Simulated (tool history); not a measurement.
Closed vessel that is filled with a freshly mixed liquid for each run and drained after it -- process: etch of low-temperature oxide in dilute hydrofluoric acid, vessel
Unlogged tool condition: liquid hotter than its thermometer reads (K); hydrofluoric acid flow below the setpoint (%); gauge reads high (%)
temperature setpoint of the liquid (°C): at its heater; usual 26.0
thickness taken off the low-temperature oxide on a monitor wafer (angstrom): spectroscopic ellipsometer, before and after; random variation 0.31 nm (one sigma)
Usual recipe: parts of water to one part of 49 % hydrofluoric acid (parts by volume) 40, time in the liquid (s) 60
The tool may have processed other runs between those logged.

run     day  temperature setpoint of the liquid (°C)  parts of water to one part of 49 % hydrofluoric acid (parts by volume)  time in the liquid (s)  wafers since the last listed run  hours since the thermometer was replaced  hours since the hydrofluoric acid flow meter was replaced  hours since the gauge calibration  read-back film thickness of the low-temperature oxide reference wafer, read on the same gauge (nm)  thickness taken off the low-temperature oxide on a monitor wafer (angstrom)
  1   0.000                                     26.0                                                                      40                      60                                 0                                     970.0                                                      291.6                             1061.8                                                                                               59.98                                                                        435.4
  2   1.629                                     26.0                                                                      40                      60                              3972                                    1009.1                                                      330.7                             1100.9                                                                                               60.03                                                                        431.5
  3   4.900                                     26.0                                                                      40                      60                              7976                                    1087.6                                                      409.2                             1179.4                                                                                               59.95                                                                        432.3
  4   6.888                                     26.0                                                                      40                      60                              4846                                    1135.3                                                      456.9                             1227.1                                                                                               60.02                                                                        438.6
  5   9.133                                     26.0                                                                      40                      60                              5476                                    1189.2                                                      510.8                             1281.0                                                                                               60.01                                                                        434.9
      9.717  -- thermometer replaced
  6  10.862                                     26.0                                                                      40                      60                              4115                                      27.5                                                      552.3                             1322.5                                                                                               60.00                                                                        409.1
  7  14.804                                     26.0                                                                      40                      60                              9612                                     122.1                                                      646.9                             1417.1                                                                                               60.00                                                                        413.3
  8  19.179                                     26.0                                                                      40                      60                             10669                                     227.1                                                      751.9                             1522.1                                                                                               59.96                                                                        408.9
  9  22.858                                     26.0                                                                      40                      60                              8972                                     315.4                                                      840.2                             1610.4                                                                                               60.01                                                                        415.1
 10  24.912                                     26.0                                                                      40                      60                              5009                                     364.7                                                      889.5                             1659.7                                                                                               59.98                                                                        413.7
     25.029  -- hydrofluoric acid flow meter replaced
 11  29.292                                     27.5                                                                      40                      60                             10577                                     469.8                                                      102.3                             1764.8                                                                                               59.98                                                                        450.0
 12  31.375                                     23.5                                                                      40                      60                              5080                                     519.8                                                      152.3                             1814.8                                                                                               60.01                                                                        381.3
 13  35.642                                     26.0                                                                      20                      60                             10404                                     622.2                                                      254.7                             1917.2                                                                                               60.02                                                                        872.0
 14  37.229                                     26.0                                                                      40                      30                              3871                                     660.3                                                      292.8                             1955.3                                                                                               60.00                                                                        211.2
 15  40.008                                     22.5                                                                      25                      60                              6777                                     727.0                                                      359.5                             2022.0                                                                                               60.03                                                                        601.1
 16  41.854                                     29.5                                                                      30                      30                              4501                                     771.3                                                      403.8                             2066.3                                                                                               60.01                                                                        329.1
 17  44.588                                     29.5                                                                      30                      30                              6665                                     836.9                                                      469.4                             2131.9                                                                                               60.01                                                                        332.5
 18  47.162                                     28.5                                                                      60                      80                              6279                                     898.7                                                      531.2                             2193.7                                                                                               59.97                                                                        405.1
 19  49.933                                     26.0                                                                      40                      60                              6757                                     965.2                                                      597.7                             2260.2                                                                                               60.01                                                                        426.2
 20  52.892                                     24.0                                                                      50                      45                              7214                                    1036.2                                                      668.7                             2331.2                                                                                               60.04                                                                        236.2
     54.821  -- hydrofluoric acid flow meter replaced
 21  54.842                                     21.0                                                                      40                      50                              4653                                    1083.0                                                        0.5                             2378.0                                                                                               59.98                                                                        292.4
 22  56.783                                     26.0                                                                      40                      60                              4735                                    1129.6                                                       47.1                             2424.6                                                                                               60.00                                                                        431.3
     57.379  -- gauge calibrated
 23  58.788                                     28.5                                                                      45                      60                              4887                                    1177.7                                                       95.2                               33.8                                                                                               60.03                                                                        422.3
 24  62.300                                     26.0                                                                      55                      60                              8565                                    1262.0                                                      179.5                              118.1                                                                                               60.05                                                                        310.9
 25  66.212                                     30.0                                                                      30                      90                              9541                                    1355.9                                                      273.4                              212.0                                                                                               60.00                                                                       1048.5
 26  68.404                                     26.0                                                                      40                      60                              5344                                    1408.5                                                      326.0                              264.6                                                                                               59.96                                                                        440.0
     70.483  -- thermometer replaced
 27  74.896                                     21.0                                                                      55                      80                             15729                                     105.9                                                      481.8                              420.4                                                                                               60.00                                                                        318.7
 28  79.029                                     30.5                                                                      20                      40                             10079                                     205.1                                                      581.0                              519.6                                                                                               59.99                                                                        681.7
 29  83.212                                     23.0                                                                      45                      60                             10201                                     305.5                                                      681.4                              620.0                                                                                               59.99                                                                        319.6
 30  86.462                                     26.0                                                                      40                      60                              7925                                     383.5                                                      759.4                              698.0                                                                                               60.02                                                                        408.6
     87.538  -- hydrofluoric acid flow meter replaced
 31  89.892                                     26.0                                                                      40                      60                              8260                                     465.8                                                       56.5                              780.3                                                                                               59.97                                                                        420.8

Branching from run 31: 5 alternative next runs. What would each branch give?
  A  89.921                                     26.0                                                                      40                      85                                71                                     466.5                                                       57.2                              781.0                                                                                                   ?                                                                            ?
  B  89.921                                     28.5                                                                      40                      90                                71                                     466.5                                                       57.2                              781.0                                                                                                   ?                                                                            ?
  C  89.921                                     30.0                                                                      40                      85                                71                                     466.5                                                       57.2                              781.0                                                                                                   ?                                                                            ?
  D  89.921                                     30.5                                                                      25                      80                                71                                     466.5                                                       57.2                              781.0                                                                                                   ?                                                                            ?
  E  89.921                                     26.0                                                                      25                      60                                71                                     466.5                                                       57.2                              781.0                                                                                                   ?                                                                            ?

run  read-back film thickness of the low-temperature oxide reference wafer, read on the same gauge (nm)  thickness taken off the low-temperature oxide on a monitor wafer (angstrom)
  A                                                                                               60.00                                                                        597.3
  B                                                                                               60.00                                                                        699.3
  C                                                                                               60.00                                                                        700.8
  D                                                                                               60.00                                                                       1103.0
  E                                                                                               60.00                                                                        689.5
With the hidden condition removed and each run's random variation left untouched, the same runs would have given:
run  thickness taken off the low-temperature oxide on a monitor wafer (angstrom)
  A                                                                        574.9
  B                                                                        673.5
  C                                                                        675.3
  D                                                                       1062.4
  E                                                                        663.3
